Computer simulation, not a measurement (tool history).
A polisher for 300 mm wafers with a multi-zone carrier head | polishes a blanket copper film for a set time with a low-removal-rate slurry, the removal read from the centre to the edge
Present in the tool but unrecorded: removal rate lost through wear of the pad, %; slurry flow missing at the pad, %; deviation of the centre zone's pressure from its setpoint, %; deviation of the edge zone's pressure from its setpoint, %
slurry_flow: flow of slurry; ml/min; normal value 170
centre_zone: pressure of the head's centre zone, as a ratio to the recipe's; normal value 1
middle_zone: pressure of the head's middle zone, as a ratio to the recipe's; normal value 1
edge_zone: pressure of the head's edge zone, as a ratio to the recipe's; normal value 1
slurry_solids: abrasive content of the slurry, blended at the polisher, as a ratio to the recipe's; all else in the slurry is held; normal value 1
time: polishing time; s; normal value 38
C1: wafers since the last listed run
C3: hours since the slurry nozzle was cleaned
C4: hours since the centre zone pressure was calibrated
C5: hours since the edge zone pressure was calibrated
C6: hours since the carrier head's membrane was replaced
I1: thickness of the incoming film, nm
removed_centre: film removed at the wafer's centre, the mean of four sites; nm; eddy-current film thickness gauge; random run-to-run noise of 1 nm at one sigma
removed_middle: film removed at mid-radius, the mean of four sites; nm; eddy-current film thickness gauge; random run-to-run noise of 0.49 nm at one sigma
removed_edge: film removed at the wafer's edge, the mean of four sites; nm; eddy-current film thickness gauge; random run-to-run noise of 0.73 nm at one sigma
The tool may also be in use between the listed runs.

{"run": 1, "hour": 0.0, "slurry_flow": 170, "centre_zone": 1, "middle_zone": 1, "edge_zone": 1, "slurry_solids": 1, "time": 38, "C1": 0, "wafers polished on this pad": 719, "C3": 767.7, "C4": 535.8, "C5": 917.2, "C6": 677, "I1": 1489.5, "removed_centre": 66.6, "removed_middle": 68.7, "removed_edge": 69.4}
{"run": 2, "hour": 17.9, "slurry_flow": 170, "centre_zone": 1, "middle_zone": 1, "edge_zone": 1, "slurry_solids": 1, "time": 38, "C1": 174, "wafers polished on this pad": 893, "C3": 785.6, "C4": 553.7, "C5": 935.1, "C6": 694.9, "I1": 1462.8, "removed_centre": 67.5, "removed_middle": 66.6, "removed_edge": 67.3}
{"run": 3, "hour": 26.5, "slurry_flow": 170, "centre_zone": 1, "middle_zone": 0.91, "edge_zone": 1, "slurry_solids": 1, "time": 38, "C1": 83, "wafers polished on this pad": 976, "C3": 794.2, "C4": 562.3, "C5": 943.7, "C6": 703.5, "I1": 1487.3, "removed_centre": 68, "removed_middle": 61.4, "removed_edge": 67.4}
{"run": 4, "hour": 39.4, "slurry_flow": 170, "centre_zone": 1, "middle_zone": 0.91, "edge_zone": 1, "slurry_solids": 1, "time": 38, "C1": 125, "wafers polished on this pad": 1102, "C3": 807.1, "C4": 575.2, "C5": 956.6, "C6": 716.4, "I1": 1494.8, "removed_centre": 65.6, "removed_middle": 58.7, "removed_edge": 64.9}
{"hour": 41.6, "done": "slurry nozzle cleaned"}
{"hour": 51.0, "done": "worn pad replaced by a new one"}
{"run": 5, "hour": 51.5, "slurry_flow": 170, "centre_zone": 1, "middle_zone": 1, "edge_zone": 1, "slurry_solids": 1, "time": 38, "C1": 69, "wafers polished on this pad": 5, "C3": 9.9, "C4": 587.3, "C5": 968.7, "C6": 728.5, "I1": 1487.7, "removed_centre": 70.4, "removed_middle": 70.2, "removed_edge": 71.3}
{"run": 6, "hour": 59.7, "slurry_flow": 170, "centre_zone": 1, "middle_zone": 1, "edge_zone": 1, "slurry_solids": 1, "time": 38, "C1": 79, "wafers polished on this pad": 84, "C3": 18.1, "C4": 595.5, "C5": 976.9, "C6": 736.7, "I1": 1488.7, "removed_centre": 69, "removed_middle": 70.7, "removed_edge": 71.6}
{"run": 7, "hour": 75.7, "slurry_flow": 170, "centre_zone": 1, "middle_zone": 1, "edge_zone": 1, "slurry_solids": 1, "time": 38, "C1": 155, "wafers polished on this pad": 240, "C3": 34.1, "C4": 611.5, "C5": 992.9, "C6": 752.7, "I1": 1494.6, "removed_centre": 71.6, "removed_middle": 70, "removed_edge": 71.7}
{"run": 8, "hour": 92.7, "slurry_flow": 170, "centre_zone": 1, "middle_zone": 1.06, "edge_zone": 1, "slurry_solids": 1, "time": 38, "C1": 165, "wafers polished on this pad": 405, "C3": 51.1, "C4": 628.5, "C5": 1009.9, "C6": 769.7, "I1": 1494.1, "removed_centre": 71.3, "removed_middle": 73.2, "removed_edge": 70.6}
{"run": 9, "hour": 106.4, "slurry_flow": 170, "centre_zone": 1, "middle_zone": 1.06, "edge_zone": 1, "slurry_solids": 1, "time": 38, "C1": 133, "wafers polished on this pad": 539, "C3": 64.8, "C4": 642.2, "C5": 1023.6, "C6": 783.4, "I1": 1522.6, "removed_centre": 69.5, "removed_middle": 71.9, "removed_edge": 71.4}
{"run": 10, "hour": 116.6, "slurry_flow": 170, "centre_zone": 1, "middle_zone": 1.07, "edge_zone": 0.94, "slurry_solids": 1, "time": 38, "C1": 99, "wafers polished on this pad": 638, "C3": 75, "C4": 652.4, "C5": 1033.8, "C6": 793.6, "I1": 1502, "removed_centre": 71.2, "removed_middle": 72.5, "removed_edge": 68.2}
{"run": 11, "hour": 131.3, "slurry_flow": 170, "centre_zone": 1, "middle_zone": 1, "edge_zone": 1, "slurry_solids": 1, "time": 38, "C1": 143, "wafers polished on this pad": 781, "C3": 89.7, "C4": 667.1, "C5": 1048.5, "C6": 808.3, "I1": 1494.5, "removed_centre": 67.8, "removed_middle": 67.1, "removed_edge": 68}
{"hour": 142.3, "done": "centre zone pressure recalibrated"}
{"run": 12, "hour": 142.8, "slurry_flow": 170, "centre_zone": 1, "middle_zone": 1, "edge_zone": 1, "slurry_solids": 1.15, "time": 38, "C1": 92, "wafers polished on this pad": 873, "C3": 101.2, "C4": 0.5, "C5": 1060, "C6": 819.8, "I1": 1474, "removed_centre": 68.6, "removed_middle": 68.6, "removed_edge": 69.2}
{"hour": 153.9, "done": "carrier head's membrane replaced by a new one"}
{"hour": 157.0, "done": "edge zone pressure recalibrated"}
{"run": 13, "hour": 157.5, "slurry_flow": 190, "centre_zone": 1, "middle_zone": 1, "edge_zone": 0.96, "slurry_solids": 1, "time": 42, "C1": 74, "wafers polished on this pad": 948, "C3": 115.9, "C4": 15.2, "C5": 0.5, "C6": 3.6, "I1": 1487.1, "removed_centre": 74.3, "removed_middle": 73.8, "removed_edge": 73.6}
{"hour": 161.8, "done": "worn pad replaced by a new one"}
{"run": 14, "hour": 164.0, "slurry_flow": 150, "centre_zone": 0.92, "middle_zone": 1, "edge_zone": 1, "slurry_solids": 1, "time": 42, "C1": 24, "wafers polished on this pad": 21, "C3": 122.4, "C4": 21.7, "C5": 7, "C6": 10.1, "I1": 1497.3, "removed_centre": 71.1, "removed_middle": 76.2, "removed_edge": 76.4}
{"run": 15, "hour": 178.4, "slurry_flow": 170, "centre_zone": 1.06, "middle_zone": 1, "edge_zone": 1, "slurry_solids": 1, "time": 32, "C1": 140, "wafers polished on this pad": 161, "C3": 136.8, "C4": 36.1, "C5": 21.4, "C6": 24.5, "I1": 1516.8, "removed_centre": 62.6, "removed_middle": 59.3, "removed_edge": 60}
{"run": 16, "hour": 187.4, "slurry_flow": 170, "centre_zone": 0.96, "middle_zone": 1, "edge_zone": 1, "slurry_solids": 1, "time": 38, "C1": 87, "wafers polished on this pad": 248, "C3": 145.8, "C4": 45.1, "C5": 30.4, "C6": 33.5, "I1": 1490.6, "removed_centre": 68.2, "removed_middle": 68.6, "removed_edge": 71.8}
{"run": 17, "hour": 195.7, "slurry_flow": 170, "centre_zone": 1, "middle_zone": 1.05, "edge_zone": 1, "slurry_solids": 1, "time": 38, "C1": 80, "wafers polished on this pad": 329, "C3": 154.1, "C4": 53.4, "C5": 38.7, "C6": 41.8, "I1": 1463.2, "removed_centre": 71.5, "removed_middle": 73, "removed_edge": 71.7}
{"run": 18, "hour": 210.0, "slurry_flow": 170, "centre_zone": 1.09, "middle_zone": 1, "edge_zone": 0.97, "slurry_solids": 1, "time": 38, "C1": 139, "wafers polished on this pad": 468, "C3": 168.4, "C4": 67.7, "C5": 53, "C6": 56.1, "I1": 1459.5, "removed_centre": 76.2, "removed_middle": 70.2, "removed_edge": 69.6}
{"run": 19, "hour": 226.6, "slurry_flow": 170, "centre_zone": 1.06, "middle_zone": 1, "edge_zone": 1, "slurry_solids": 1.2, "time": 38, "C1": 161, "wafers polished on this pad": 630, "C3": 185, "C4": 84.3, "C5": 69.6, "C6": 72.7, "I1": 1478, "removed_centre": 74.7, "removed_middle": 70.4, "removed_edge": 71.2}
{"run": 20, "hour": 234.0, "slurry_flow": 170, "centre_zone": 1.06, "middle_zone": 1, "edge_zone": 1, "slurry_solids": 1, "time": 32, "C1": 71, "wafers polished on this pad": 702, "C3": 192.4, "C4": 91.7, "C5": 77, "C6": 80.1, "I1": 1485.9, "removed_centre": 60.3, "removed_middle": 56.8, "removed_edge": 56.8}
{"run": 21, "hour": 250.3, "slurry_flow": 170, "centre_zone": 1, "middle_zone": 1, "edge_zone": 1, "slurry_solids": 1, "time": 38, "C1": 158, "wafers polished on this pad": 860, "C3": 208.7, "C4": 108, "C5": 93.3, "C6": 96.4, "I1": 1495.5, "removed_centre": 67.4, "removed_middle": 67.2, "removed_edge": 68.8}
{"hour": 267.0, "done": "worn pad replaced by a new one"}
{"run": 22, "hour": 267.5, "slurry_flow": 125, "centre_zone": 1.05, "middle_zone": 1.06, "edge_zone": 1, "slurry_solids": 1, "time": 38, "C1": 128, "wafers polished on this pad": 4, "C3": 225.9, "C4": 125.2, "C5": 110.5, "C6": 113.6, "I1": 1465.6, "removed_centre": 68.6, "removed_middle": 69.2, "removed_edge": 68}
{"run": 23, "hour": 275.9, "slurry_flow": 170, "centre_zone": 0.91, "middle_zone": 1, "edge_zone": 1, "slurry_solids": 1, "time": 47, "C1": 81, "wafers polished on this pad": 86, "C3": 234.3, "C4": 133.6, "C5": 118.9, "C6": 122, "I1": 1516.5, "removed_centre": 81.6, "removed_middle": 85.8, "removed_edge": 90.3}

What was the tool's hidden state at every run in the log?
slurry flow missing at the pad, %: 0 in every run
deviation of the centre zone's pressure from its setpoint, %: 0 in every run
deviation of the edge zone's pressure from its setpoint, %: 0 in every run
H1: removal rate lost through wear of the pad, %
run=1 H1=4.67
run=2 H1=6.51
run=3 H1=7.53
run=4 H1=9.23
run=5 H1=0.949
run=6 H1=0.996
run=7 H1=1.33
run=8 H1=2.03
run=9 H1=2.85
run=10 H1=3.61
run=11 H1=4.94
run=12 H1=6.17
run=13 H1=7.97
run=14 H1=1.46
run=15 H1=1.62
run=16 H1=1.86
run=17 H1=2.16
run=18 H1=2.89
run=19 H1=4.05
run=20 H1=4.68
run=21 H1=6.3
run=22 H1=1.3
run=23 H1=1.35

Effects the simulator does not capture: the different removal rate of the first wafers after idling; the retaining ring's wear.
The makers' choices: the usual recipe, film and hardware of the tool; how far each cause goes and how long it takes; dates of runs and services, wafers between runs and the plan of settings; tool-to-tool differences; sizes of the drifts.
